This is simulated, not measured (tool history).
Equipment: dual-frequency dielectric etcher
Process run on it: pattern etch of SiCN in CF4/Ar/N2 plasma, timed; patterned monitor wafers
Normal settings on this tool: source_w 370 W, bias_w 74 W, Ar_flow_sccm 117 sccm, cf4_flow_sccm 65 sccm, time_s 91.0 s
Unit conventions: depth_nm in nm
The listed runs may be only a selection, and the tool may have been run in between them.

run,hour,source_w,bias_w,Ar_flow_sccm,cf4_flow_sccm,time_s,"read-back reference wafer on the same gauge, depth_nm",depth_nm
1,0.0,370,74,117,65,91.0,61.4,63.2
2,27.4,370,74,117,65,91.0,61.4,63.5
3,39.5,370,74,117,65,91.0,61.4,63.1
# hour 62.2: gauge calibrated
4,72.9,420,74,117,65,91.0,61.3,67.5
5,98.2,420,74,117,65,91.0,61.4,67.3
6,114.0,420,74,117,65,91.0,61.4,67.4
7,145.8,370,74,117,65,91.0,61.4,63.2
8,158.4,370,74,117,65,91.0,61.4,63.1
# hour 176.8: Ar flow controller replaced
# hour 198.8: upper electrode replaced
9,199.3,370,74,117,65,91.0,61.4,63.3
10,221.2,370,74,117,65,100.5,61.4,69.7
11,237.9,370,83,140,61,91.0,61.4,62.2
# hour 253.3: CF4 flow controller replaced
# hour 283.3: source power generator calibrated
# hour 284.2: wet clean of the chamber
12,284.7,370,74,117,65,91.0,61.4,62.9
13,288.9,370,74,117,65,91.0,61.4,63.0
# hour 304.6: bias power generator calibrated
14,314.1,370,61,117,65,91.0,61.4,60.9
15,333.3,370,74,117,65,91.0,61.4,63.1
16,363.1,370,74,117,61,91.0,61.4,62.7
# hour 423.3: gauge calibrated
17,454.8,420,74,117,65,75.5,61.4,55.6
18,481.6,420,89,117,65,83.0,61.5,63.2
19,497.9,370,74,117,65,91.0,61.4,62.5
20,523.6,370,74,117,65,91.0,61.4,62.6

Run 21, settings as shown, results not yet in. Your forecast:
21,552.3,280,83,110,65,91.0,?,?

{"run 21": {"read-back reference wafer on the same gauge, depth_nm": 61.4, "depth_nm": 56.6}}
If the tool had no hidden condition, the same run with the same run-to-run variation would have returned depth_nm 57.1 nm.
